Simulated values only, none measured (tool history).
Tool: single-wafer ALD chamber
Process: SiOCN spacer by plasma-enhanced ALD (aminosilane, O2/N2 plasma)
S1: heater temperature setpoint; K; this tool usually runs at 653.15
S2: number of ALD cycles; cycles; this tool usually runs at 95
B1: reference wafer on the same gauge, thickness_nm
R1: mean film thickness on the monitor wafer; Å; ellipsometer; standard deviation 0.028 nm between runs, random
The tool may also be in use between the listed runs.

Run 1, hour 0.0: usual settings; B1 5.886. Result: R1 55.61 Å.
Run 2, hour 70.2: usual settings; B1 5.884. Result: R1 55.82 Å.
Run 3, hour 135.7: usual settings; B1 5.885. Result: R1 55.65 Å.
Run 4, hour 236.2: usual settings; B1 5.870. Result: R1 55.74 Å.
Run 5, hour 312.8: usual settings; B1 5.869. Result: R1 55.82 Å.
Run 6, hour 364.5: usual settings; B1 5.886. Result: R1 55.69 Å.
Run 7, hour 457.4: usual settings but S1 642.15 K; B1 5.876. Result: R1 55.44 Å.
Run 8, hour 535.1: usual settings but S2 87 cycles; B1 5.896. Result: R1 50.73 Å.
Run 9, hour 615.3: usual settings; B1 5.875. Result: R1 55.44 Å.
Run 10, hour 711.4: usual settings; B1 5.876. Result: R1 56.01 Å.
At hour 716.4: gauge calibrated.
Run 11, hour 758.9: usual settings but S1 664.15 K; B1 5.882. Result: R1 56.16 Å.
Run 12, hour 931.6: usual settings but S1 664.15 K; B1 5.881. Result: R1 55.53 Å.
Run 13, hour 1036.0: usual settings but S1 648.15 K; B1 5.883. Result: R1 56.10 Å.
At hour 1139.6: thermocouple changed; heater temperature recalibrated.
Run 14, hour 1141.8: usual settings but S1 640.15 K, S2 88 cycles; B1 5.889. Result: R1 51.77 Å.
Run 15, hour 1216.1: usual settings; B1 5.867. Result: R1 55.92 Å.
Run 16, hour 1255.3: usual settings but S1 657.15 K; B1 5.871. Result: R1 55.18 Å.
Run 17, hour 1302.9: usual settings but S2 104 cycles; B1 5.882. Result: R1 60.90 Å.

Run 18 has not been measured yet. What should we expect?
Run 18, hour 1350.2: usual settings but S1 644.15 K, S2 85 cycles; B1 ?. Result: R1 ?.

{"run 18": {"B1": 5.885, "R1": 49.94}}
Minus the tool's unlogged condition, the same run would have read R1 49.94 Å.

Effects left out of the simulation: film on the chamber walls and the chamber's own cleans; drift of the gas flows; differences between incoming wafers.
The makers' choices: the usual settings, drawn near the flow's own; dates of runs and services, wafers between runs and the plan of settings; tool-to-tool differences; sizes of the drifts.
